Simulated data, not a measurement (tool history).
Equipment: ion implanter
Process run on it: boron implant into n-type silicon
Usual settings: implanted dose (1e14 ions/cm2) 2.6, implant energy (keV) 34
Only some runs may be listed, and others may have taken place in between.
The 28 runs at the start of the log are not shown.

| run | day | implanted dose (1e14 ions/cm2) | implant energy (keV) | read-back reference wafer on the same gauge, sheet resistance | sheet resistance of the implanted and annealed layer (ohm/square) |
|---|---|---|---|---|---|
| 29 | 63.417 | 2.17 | 43.5 | 348.26 | 390.27 |
| 30 | 65.408 | 2.6 | 34 | 349.36 | 351.27 |
| 31 | 67.617 | 2.6 | 38.5 | 349.41 | 344.04 |
| 32 | 69.662 | 2.99 | 22 | 348.63 | 326.13 |
| 33 | 71.217 | 2.6 | 34 | 349.96 | 350.7 |
| 34 | 74.1 | 2.6 | 34 | 348.74 | 346.22 |
| 35 | 75.367 | 2.24 | 29 | 348.81 | 398.67 |
| 36 | 78.15 | 2.6 | 40.5 | 349.01 | 341.74 |

Predict each of these 5 candidate next runs independently; none follows another, all start after run 36:
| A | 78.167 | 2.6 | 34 | ? | ? |
| B | 78.167 | 2.94 | 31 | ? | ? |
| C | 78.167 | 2.96 | 41 | ? | ? |
| D | 78.167 | 2.86 | 38 | ? | ? |
| E | 78.167 | 3.1 | 28 | ? | ? |

| run | read-back reference wafer on the same gauge, sheet resistance | sheet resistance of the implanted and annealed layer (ohm/square) |
|---|---|---|
| A | 349.1 | 346.62 |
| B | 349.1 | 317.18 |
| C | 349.1 | 305.86 |
| D | 349.1 | 317.16 |
| E | 349.1 | 307.13 |
What these runs would have given with no unlogged condition in the tool:
| run | sheet resistance of the implanted and annealed layer (ohm/square) |
|---|---|
| A | 355.64 |
| B | 325.55 |
| C | 313.87 |
| D | 325.46 |
| E | 315.27 |
